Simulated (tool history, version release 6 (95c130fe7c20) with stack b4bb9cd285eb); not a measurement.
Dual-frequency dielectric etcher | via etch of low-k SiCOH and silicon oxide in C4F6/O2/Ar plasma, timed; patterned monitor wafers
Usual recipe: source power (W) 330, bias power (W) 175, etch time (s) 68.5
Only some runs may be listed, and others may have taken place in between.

run,hour,source power (W),bias power (W),etch time (s),wafers since the last listed run,hours since the last wet clean,hours since the last source power generator calibration,hours since the last bias power generator calibration,hours since the last upper electrode change,hours since the gauge calibration,"read-back reference wafer on the same gauge, depth_nm",mean etch depth across the wafer (nm)
1,0.0,330,201,68.5,0,255.6,1998.5,1281.1,4220.4,547.7,208.2,189.1
2,23.3,330,201,68.5,202,278.9,2021.8,1304.4,4243.7,571.0,208.1,187.5
3,37.8,330,175,68.5,125,293.4,2036.3,1318.9,4258.2,585.5,208.0,180.7
# hour 63.1: wet clean of the chamber
4,63.6,330,175,68.5,15,0.5,2062.1,1344.7,4284.0,611.3,207.8,186.7
5,74.7,330,175,68.5,96,11.6,2073.2,1355.8,4295.1,622.4,208.2,188.4
6,102.4,330,175,68.5,240,39.3,2100.9,1383.5,4322.8,650.1,208.1,187.4
7,126.2,330,175,68.5,206,63.1,2124.7,1407.3,4346.6,673.9,208.2,184.8
8,154.3,330,175,68.5,243,91.2,2152.8,1435.4,4374.7,702.0,208.1,186.9
9,184.6,330,175,68.5,263,121.5,2183.1,1465.7,4405.0,732.3,208.2,187.9
10,197.6,330,164,68.5,112,134.5,2196.1,1478.7,4418.0,745.3,207.9,184.7
11,216.2,330,175,74.0,161,153.1,2214.7,1497.3,4436.6,763.9,208.1,196.8
12,241.2,330,175,74.0,217,178.1,2239.7,1522.3,4461.6,788.9,207.9,201.6
13,261.0,330,175,83.0,171,197.9,2259.5,1542.1,4481.4,808.7,208.1,221.1
# hour 285.1: gauge calibrated
14,288.5,330,175,68.5,238,225.4,2287.0,1569.6,4508.9,3.4,207.9,183.0
# hour 299.6: bias power generator calibrated
15,303.3,330,219,75.0,93,240.2,2301.8,3.7,4523.7,18.2,207.8,208.2
16,318.5,330,175,53.0,131,255.4,2317.0,18.9,4538.9,33.4,208.1,141.3
17,338.9,330,175,87.5,177,275.8,2337.4,39.3,4559.3,53.8,207.9,231.6
# hour 343.1: source power generator calibrated
# hour 365.7: upper electrode replaced
# hour 382.1: wet clean of the chamber
18,382.6,290,175,77.5,6,0.5,39.5,83.0,16.9,97.5,208.1,197.3
19,394.1,400,212,57.0,99,12.0,51.0,94.5,28.4,109.0,207.9,180.6
20,425.2,330,175,68.5,269,43.1,82.1,125.6,59.5,140.1,207.5,189.9
21,457.6,330,199,75.5,281,75.5,114.5,158.0,91.9,172.5,207.9,210.9
22,482.7,290,175,77.5,217,100.6,139.6,183.1,117.0,197.6,207.7,192.2
23,505.3,380,198,80.0,196,123.2,162.2,205.7,139.6,220.2,208.2,242.3
24,549.9,330,175,68.5,387,167.8,206.8,250.3,184.2,264.8,207.9,182.6
25,564.2,390,207,79.0,124,182.1,221.1,264.6,198.5,279.1,208.1,238.1
26,586.9,330,175,68.5,197,204.8,243.8,287.3,221.2,301.8,207.8,182.2
27,612.5,330,175,68.5,222,230.4,269.4,312.9,246.8,327.4,208.1,182.6
28,645.8,330,175,68.5,289,263.7,302.7,346.2,280.1,360.7,208.1,180.3
29,670.9,370,198,56.5,217,288.8,327.8,371.3,305.2,385.8,207.7,163.0
# hour 711.8: wet clean of the chamber
30,712.3,330,175,79.0,151,0.5,369.2,412.7,346.6,427.2,207.8,217.9

4 ways to go on from here, each from the tool as it stands after run 30. What would each give?
A,712.7,330,175,68.5,3,0.9,369.6,413.1,347.0,427.6,?,?
B,712.7,390,156,63.0,3,0.9,369.6,413.1,347.0,427.6,?,?
C,712.7,390,194,56.0,3,0.9,369.6,413.1,347.0,427.6,?,?
D,712.7,250,214,74.5,3,0.9,369.6,413.1,347.0,427.6,?,?

run,"read-back reference wafer on the same gauge, depth_nm",mean etch depth across the wafer (nm)
A,207.8,188.0
B,207.8,186.2
C,207.8,172.2
D,207.8,178.6
Take away the tool's hidden state, keep each run's random variation, and the runs would have read:
run,mean etch depth across the wafer (nm)
A,187.6
B,185.8
C,171.8
D,178.2
